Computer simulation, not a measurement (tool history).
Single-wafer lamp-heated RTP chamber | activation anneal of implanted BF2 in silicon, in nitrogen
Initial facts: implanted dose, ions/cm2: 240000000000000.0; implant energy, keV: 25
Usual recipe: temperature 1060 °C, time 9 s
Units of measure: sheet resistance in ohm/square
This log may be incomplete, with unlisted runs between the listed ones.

| run | hour | temperature | time | read-back reference wafer on the same gauge, sheet resistance | sheet resistance |
|---|---|---|---|---|---|
| 1 | 0.0 | 1037 | 7 | 385.04 | 477.34 |
| 2 | 69.1 | 1037 | 7 | 384.75 | 476.17 |
|  | 114.3 | reflector plate cleaned |
| 3 | 114.8 | 1037 | 7 | 384.59 | 476.07 |
|  | 133.7 | pyrometer window cleaned and pyrometer calibrated |
| 4 | 134.2 | 1082 | 6 | 384.58 | 474.17 |
| 5 | 165.6 | 1060 | 9 | 384.37 | 473.96 |
| 6 | 214.9 | 1060 | 9 | 384.40 | 473.84 |
| 7 | 281.1 | 1060 | 9 | 384.08 | 473.17 |
|  | 319.9 | reflector plate cleaned |
|  | 336.0 | pyrometer window cleaned and pyrometer calibrated |
| 8 | 344.0 | 1060 | 9 | 384.10 | 473.91 |
| 9 | 390.0 | 1053 | 7 | 383.86 | 474.19 |
| 10 | 441.5 | 1060 | 9 | 383.86 | 472.59 |
| 11 | 490.4 | 1060 | 9 | 383.78 | 472.31 |
|  | 531.2 | reflector plate cleaned |
|  | 540.1 | pyrometer window cleaned and pyrometer calibrated |
| 12 | 540.6 | 1060 | 9 | 383.81 | 472.43 |
| 13 | 606.1 | 1068 | 11 | 383.51 | 470.38 |
| 14 | 644.4 | 1060 | 9 | 383.74 | 473.20 |
|  | 709.4 | reflector plate cleaned |
| 15 | 711.3 | 1060 | 9 | 383.62 | 472.40 |
| 16 | 742.1 | 1078 | 14 | 383.60 | 466.81 |
|  | 768.4 | gauge calibrated |
|  | 772.3 | pyrometer window cleaned and pyrometer calibrated |
| 17 | 808.3 | 1060 | 11 | 388.26 | 476.56 |
| 18 | 834.0 | 1060 | 13 | 387.78 | 475.12 |
| 19 | 860.7 | 1069 | 14 | 387.57 | 472.64 |
|  | 894.3 | reflector plate cleaned |
| 20 | 908.1 | 1036 | 9 | 387.24 | 478.09 |
|  | 957.2 | pyrometer window cleaned and pyrometer calibrated |
| 21 | 967.1 | 1046 | 12 | 386.82 | 476.28 |
| 22 | 996.0 | 1073 | 9 | 386.49 | 474.80 |
| 23 | 1045.6 | 1082 | 7 | 386.31 | 475.21 |

Measured less the same run without the tool's hidden state. The same run-to-run variation is in both; the gauge's scatter may not be:
The hidden state here: true wafer temperature minus pyrometer reading, K; wafer temperature error from the tarnished reflector plate, K; gauge reads high (%).
| run | sheet resistance |
|---|---|
| 1 | -3.66 |
| 2 | -4.03 |
| 3 | -4.24 |
| 4 | -4.30 |
| 5 | -4.43 |
| 6 | -4.59 |
| 7 | -4.77 |
| 8 | -4.94 |
| 9 | -5.04 |
| 10 | -5.11 |
| 11 | -5.17 |
| 12 | -5.24 |
| 13 | -5.29 |
| 14 | -5.36 |
| 15 | -5.40 |
| 16 | -5.36 |
| 17 | +0.15 |
| 18 | -0.17 |
| 19 | -0.47 |
| 20 | -0.97 |
| 21 | -1.47 |
| 22 | -1.69 |
| 23 | -2.03 |
